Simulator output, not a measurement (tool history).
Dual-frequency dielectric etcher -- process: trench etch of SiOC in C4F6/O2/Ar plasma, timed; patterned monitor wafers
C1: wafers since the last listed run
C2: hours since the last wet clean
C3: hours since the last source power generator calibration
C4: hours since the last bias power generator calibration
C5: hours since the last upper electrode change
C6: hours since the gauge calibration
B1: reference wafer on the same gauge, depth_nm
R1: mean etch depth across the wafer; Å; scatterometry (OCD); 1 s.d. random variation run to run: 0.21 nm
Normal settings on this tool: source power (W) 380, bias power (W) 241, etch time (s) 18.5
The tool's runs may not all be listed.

{"run": 1, "hour": 0.0, "source power (W)": 380, "bias power (W)": 241, "etch time (s)": 18.5, "C1": 0, "C2": 284.8, "C3": 1379.8, "C4": 3112.0, "C5": 2650.8, "C6": 2684.1, "B1": 35.78, "R1": 392.6}
{"run": 2, "hour": 45.9, "source power (W)": 380, "bias power (W)": 241, "etch time (s)": 18.5, "C1": 922, "C2": 330.7, "C3": 1425.7, "C4": 3157.9, "C5": 2696.7, "C6": 2730.0, "B1": 35.76, "R1": 393.3}
{"run": 3, "hour": 86.9, "source power (W)": 380, "bias power (W)": 269, "etch time (s)": 18.5, "C1": 823, "C2": 371.7, "C3": 1466.7, "C4": 3198.9, "C5": 2737.7, "C6": 2771.0, "B1": 35.8, "R1": 407.2}
{"hour": 112.4, "done": "bias power generator calibrated"}
{"run": 4, "hour": 174.1, "source power (W)": 380, "bias power (W)": 269, "etch time (s)": 18.5, "C1": 1671, "C2": 458.9, "C3": 1553.9, "C4": 61.7, "C5": 2824.9, "C6": 2858.2, "B1": 35.8, "R1": 404.2}
{"run": 5, "hour": 212.7, "source power (W)": 380, "bias power (W)": 269, "etch time (s)": 18.5, "C1": 775, "C2": 497.5, "C3": 1592.5, "C4": 100.3, "C5": 2863.5, "C6": 2896.8, "B1": 35.81, "R1": 401.7}
{"hour": 214.9, "done": "gauge calibrated"}
{"run": 6, "hour": 318.0, "source power (W)": 380, "bias power (W)": 241, "etch time (s)": 18.5, "C1": 2115, "C2": 602.8, "C3": 1697.8, "C4": 205.6, "C5": 2968.8, "C6": 103.1, "B1": 35.8, "R1": 381.3}
{"hour": 372.3, "done": "wet clean of the chamber"}
{"run": 7, "hour": 393.6, "source power (W)": 380, "bias power (W)": 241, "etch time (s)": 23.0, "C1": 1036, "C2": 21.3, "C3": 1773.4, "C4": 281.2, "C5": 3044.4, "C6": 178.7, "B1": 35.81, "R1": 493.6}
{"run": 8, "hour": 475.8, "source power (W)": 380, "bias power (W)": 241, "etch time (s)": 23.0, "C1": 1651, "C2": 103.5, "C3": 1855.6, "C4": 363.4, "C5": 3126.6, "C6": 260.9, "B1": 35.81, "R1": 486.9}
{"run": 9, "hour": 539.4, "source power (W)": 450, "bias power (W)": 194, "etch time (s)": 18.5, "C1": 1277, "C2": 167.1, "C3": 1919.2, "C4": 427.0, "C5": 3190.2, "C6": 324.5, "B1": 35.8, "R1": 386.0}
{"run": 10, "hour": 628.0, "source power (W)": 380, "bias power (W)": 241, "etch time (s)": 13.0, "C1": 1779, "C2": 255.7, "C3": 2007.8, "C4": 515.6, "C5": 3278.8, "C6": 413.1, "B1": 35.8, "R1": 272.4}
{"run": 11, "hour": 856.5, "source power (W)": 470, "bias power (W)": 241, "etch time (s)": 15.5, "C1": 4590, "C2": 484.2, "C3": 2236.3, "C4": 744.1, "C5": 3507.3, "C6": 641.6, "B1": 35.82, "R1": 339.5}
{"hour": 947.8, "done": "wet clean of the chamber"}
{"run": 12, "hour": 948.3, "source power (W)": 380, "bias power (W)": 241, "etch time (s)": 18.5, "C1": 1362, "C2": 0.5, "C3": 2328.1, "C4": 835.9, "C5": 3599.1, "C6": 733.4, "B1": 35.78, "R1": 398.1}
{"run": 13, "hour": 986.5, "source power (W)": 380, "bias power (W)": 241, "etch time (s)": 17.0, "C1": 767, "C2": 38.7, "C3": 2366.3, "C4": 874.1, "C5": 3637.3, "C6": 771.6, "B1": 35.81, "R1": 369.2}
{"run": 14, "hour": 1058.1, "source power (W)": 380, "bias power (W)": 196, "etch time (s)": 18.5, "C1": 1438, "C2": 110.3, "C3": 2437.9, "C4": 945.7, "C5": 3708.9, "C6": 843.2, "B1": 35.78, "R1": 373.7}
{"run": 15, "hour": 1114.7, "source power (W)": 290, "bias power (W)": 278, "etch time (s)": 13.5, "C1": 1137, "C2": 166.9, "C3": 2494.5, "C4": 1002.3, "C5": 3765.5, "C6": 899.8, "B1": 35.8, "R1": 281.9}
{"run": 16, "hour": 1249.5, "source power (W)": 310, "bias power (W)": 219, "etch time (s)": 16.5, "C1": 2708, "C2": 301.7, "C3": 2629.3, "C4": 1137.1, "C5": 3900.3, "C6": 1034.6, "B1": 35.79, "R1": 319.6}
{"hour": 1283.9, "done": "source power generator calibrated"}
{"run": 17, "hour": 1315.7, "source power (W)": 380, "bias power (W)": 241, "etch time (s)": 13.5, "C1": 1249, "C2": 367.9, "C3": 31.8, "C4": 1203.3, "C5": 3966.5, "C6": 1100.8, "B1": 35.79, "R1": 285.7}
{"run": 18, "hour": 1384.0, "source power (W)": 380, "bias power (W)": 241, "etch time (s)": 16.0, "C1": 1372, "C2": 436.2, "C3": 100.1, "C4": 1271.6, "C5": 4034.8, "C6": 1169.1, "B1": 35.81, "R1": 337.8}
{"run": 19, "hour": 1471.0, "source power (W)": 380, "bias power (W)": 241, "etch time (s)": 18.5, "C1": 1747, "C2": 523.2, "C3": 187.1, "C4": 1358.6, "C5": 4121.8, "C6": 1256.1, "B1": 35.81, "R1": 385.2}
{"hour": 1497.4, "done": "upper electrode replaced"}
{"hour": 1554.4, "done": "wet clean of the chamber"}
{"run": 20, "hour": 1554.9, "source power (W)": 290, "bias power (W)": 294, "etch time (s)": 17.0, "C1": 721, "C2": 0.5, "C3": 271.0, "C4": 1442.5, "C5": 57.5, "C6": 1340.0, "B1": 35.81, "R1": 366.0}
{"run": 21, "hour": 1646.9, "source power (W)": 480, "bias power (W)": 213, "etch time (s)": 22.5, "C1": 1848, "C2": 92.5, "C3": 363.0, "C4": 1534.5, "C5": 149.5, "C6": 1432.0, "B1": 35.79, "R1": 501.8}
{"run": 22, "hour": 1699.0, "source power (W)": 380, "bias power (W)": 241, "etch time (s)": 18.5, "C1": 1046, "C2": 144.6, "C3": 415.1, "C4": 1586.6, "C5": 201.6, "C6": 1484.1, "B1": 35.82, "R1": 399.4}
{"run": 23, "hour": 1753.0, "source power (W)": 310, "bias power (W)": 241, "etch time (s)": 18.5, "C1": 1084, "C2": 198.6, "C3": 469.1, "C4": 1640.6, "C5": 255.6, "C6": 1538.1, "B1": 35.81, "R1": 373.9}
{"run": 24, "hour": 1813.8, "source power (W)": 470, "bias power (W)": 262, "etch time (s)": 23.0, "C1": 1221, "C2": 259.4, "C3": 529.9, "C4": 1701.4, "C5": 316.4, "C6": 1598.9, "B1": 35.81, "R1": 537.1}
{"run": 25, "hour": 1907.5, "source power (W)": 380, "bias power (W)": 241, "etch time (s)": 18.5, "C1": 1882, "C2": 353.1, "C3": 623.6, "C4": 1795.1, "C5": 410.1, "C6": 1692.6, "B1": 35.79, "R1": 394.5}
{"run": 26, "hour": 1944.5, "source power (W)": 380, "bias power (W)": 259, "etch time (s)": 23.5, "C1": 743, "C2": 390.1, "C3": 660.6, "C4": 1832.1, "C5": 447.1, "C6": 1729.6, "B1": 35.77, "R1": 507.2}
{"run": 27, "hour": 2175.7, "source power (W)": 380, "bias power (W)": 241, "etch time (s)": 13.5, "C1": 4644, "C2": 621.3, "C3": 891.8, "C4": 2063.3, "C5": 678.3, "C6": 1960.8, "B1": 35.77, "R1": 280.8}
{"hour": 2246.4, "done": "wet clean of the chamber"}
{"run": 28, "hour": 2246.9, "source power (W)": 430, "bias power (W)": 241, "etch time (s)": 23.0, "C1": 948, "C2": 0.5, "C3": 963.0, "C4": 2134.5, "C5": 749.5, "C6": 2032.0, "B1": 35.79, "R1": 512.3}
{"run": 29, "hour": 2270.8, "source power (W)": 300, "bias power (W)": 267, "etch time (s)": 16.0, "C1": 480, "C2": 24.4, "C3": 986.9, "C4": 2158.4, "C5": 773.4, "C6": 2055.9, "B1": 35.8, "R1": 338.5}

Pick out some run-to-run changes in R1. Of each, how much would a tool without hidden state show as well, from the settings, what came in and chance, and how much is left for the hidden state and any gauge scatter not in both results compared?
What the log doesn't record here: etch rate over this chamber's usual, %; source power that arrives over what is set, %; bias power that arrives over what is set, %; gauge reads high (%).
Run 11 -> 12: source power (W) 470 -> 380, etch time (s) 15.5 -> 18.5, wet clean of the chamber. R1 +58.6 Å: hidden state +20.5, all else +38.1.
Run 19 -> 20: source power (W) 380 -> 290, bias power (W) 241 -> 294, etch time (s) 18.5 -> 17.0, upper electrode replaced, wet clean of the chamber. R1 -19.2 Å: hidden state +18.7, all else -37.9.
Run 26 -> 27: bias power (W) 259 -> 241, etch time (s) 23.5 -> 13.5. R1 -226.4 Å: hidden state +1.0, all else -227.4.
Run 27 -> 28: source power (W) 380 -> 430, etch time (s) 13.5 -> 23.0, wet clean of the chamber. R1 +231.5 Å: hidden state +13.8, all else +217.7.
